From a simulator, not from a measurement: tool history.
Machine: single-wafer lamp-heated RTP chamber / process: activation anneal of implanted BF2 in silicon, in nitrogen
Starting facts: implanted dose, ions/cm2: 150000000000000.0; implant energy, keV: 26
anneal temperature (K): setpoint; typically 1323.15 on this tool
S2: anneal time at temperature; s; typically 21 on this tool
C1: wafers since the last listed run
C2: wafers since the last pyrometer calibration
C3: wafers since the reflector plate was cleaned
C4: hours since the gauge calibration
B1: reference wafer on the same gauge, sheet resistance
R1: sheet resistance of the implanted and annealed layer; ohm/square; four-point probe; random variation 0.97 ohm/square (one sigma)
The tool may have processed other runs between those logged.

Run 1, hour 0.0: usual settings; C1 0; C2 3837; C3 2476; C4 250.7; B1 751.93. Result: R1 646.91 ohm/square.
Run 2, hour 59.4: usual settings; C1 952; C2 4789; C3 3428; C4 310.1; B1 752.07. Result: R1 647.38 ohm/square.
Run 3, hour 133.2: usual settings; C1 1182; C2 5972; C3 4611; C4 383.9; B1 752.09. Result: R1 645.96 ohm/square.
At hour 221.2: reflector plate cleaned.
Run 4, hour 225.8: usual settings but anneal temperature (K) 1346.15; C1 1356; C2 7328; C3 73; C4 476.5; B1 753.17. Result: R1 640.87 ohm/square.
Run 5, hour 301.8: usual settings but anneal temperature (K) 1346.15; C1 1218; C2 8546; C3 1292; C4 552.5; B1 753.34. Result: R1 642.27 ohm/square.
At hour 346.8: pyrometer window cleaned and pyrometer calibrated.
Run 6, hour 390.6: usual settings but anneal temperature (K) 1307.15, S2 26 s; C1 1295; C2 702; C3 2587; C4 641.3; B1 753.90. Result: R1 647.37 ohm/square.
Run 7, hour 479.5: usual settings; C1 1424; C2 2127; C3 4012; C4 730.2; B1 755.44. Result: R1 650.74 ohm/square.
Run 8, hour 546.8: usual settings; C1 1078; C2 3206; C3 5090; C4 797.5; B1 755.41. Result: R1 648.57 ohm/square.
At hour 581.1: reflector plate cleaned.
Run 9, hour 639.8: usual settings; C1 1362; C2 4568; C3 940; C4 890.5; B1 756.91. Result: R1 651.09 ohm/square.
Run 10, hour 693.1: usual settings but anneal temperature (K) 1311.15; C1 854; C2 5422; C3 1794; C4 943.8; B1 757.94. Result: R1 651.07 ohm/square.
Run 11, hour 772.6: usual settings; C1 1274; C2 6697; C3 3069; C4 1023.3; B1 758.51. Result: R1 649.43 ohm/square.
At hour 836.4: pyrometer window cleaned and pyrometer calibrated.
Run 12, hour 841.3: usual settings but anneal temperature (K) 1312.15, S2 27 s; C1 972; C2 77; C3 4042; C4 1092.0; B1 759.90. Result: R1 650.55 ohm/square.
At hour 874.4: reflector plate cleaned.
At hour 933.0: gauge calibrated.
Run 13, hour 1146.2: usual settings but anneal temperature (K) 1303.15, S2 25 s; C1 4758; C2 4836; C3 4356; C4 213.2; B1 750.92. Result: R1 646.07 ohm/square.
Run 14, hour 1196.0: usual settings but S2 27 s; C1 798; C2 5635; C3 5154; C4 263.0; B1 750.73. Result: R1 642.64 ohm/square.
At hour 1233.2: reflector plate cleaned.
Run 15, hour 1243.8: usual settings but anneal temperature (K) 1303.15, S2 13 s; C1 637; C2 6272; C3 169; C4 310.8; B1 751.28. Result: R1 650.57 ohm/square.
Run 16, hour 1329.4: usual settings; C1 1372; C2 7645; C3 1541; C4 396.4; B1 751.61. Result: R1 645.33 ohm/square.
At hour 1346.0: pyrometer window cleaned and pyrometer calibrated.
Run 17, hour 1420.0: usual settings but S2 32 s; C1 1323; C2 1185; C3 2865; C4 487.0; B1 752.59. Result: R1 640.47 ohm/square.
Run 18, hour 1491.4: usual settings; C1 1144; C2 2330; C3 4010; C4 558.4; B1 751.70. Result: R1 645.22 ohm/square.
Run 19, hour 1552.6: usual settings but anneal temperature (K) 1340.15, S2 17 s; C1 980; C2 3311; C3 4990; C4 619.6; B1 753.11. Result: R1 645.67 ohm/square.
At hour 1572.2: reflector plate cleaned.
Run 20, hour 1595.5: usual settings; C1 559; C2 3870; C3 373; C4 662.5; B1 753.21. Result: R1 646.85 ohm/square.
Run 21, hour 1667.2: usual settings but anneal temperature (K) 1311.15, S2 13 s; C1 1149; C2 5019; C3 1523; C4 734.2; B1 753.18. Result: R1 654.36 ohm/square.

3 options for the next run, each taken on its own from the tool as it stands now. Forecast them:
Run A, hour 1667.6: usual settings but anneal temperature (K) 1295.15; C1 6; C2 5026; C3 1529; C4 734.6; B1 ?. Result: R1 ?.
Run B, hour 1667.6: usual settings but anneal temperature (K) 1333.15; C1 6; C2 5026; C3 1529; C4 734.6; B1 ?. Result: R1 ?.
Run C, hour 1667.6: usual settings but anneal temperature (K) 1335.15, S2 32 s; C1 6; C2 5026; C3 1529; C4 734.6; B1 ?. Result: R1 ?.

run      B1      R1
  A  753.86  650.79
  B  753.86  644.81
  C  753.86  638.22
Without the tool's unlogged condition, the same runs would have read:
run      R1
  A  648.36
  B  642.41
  C  635.84
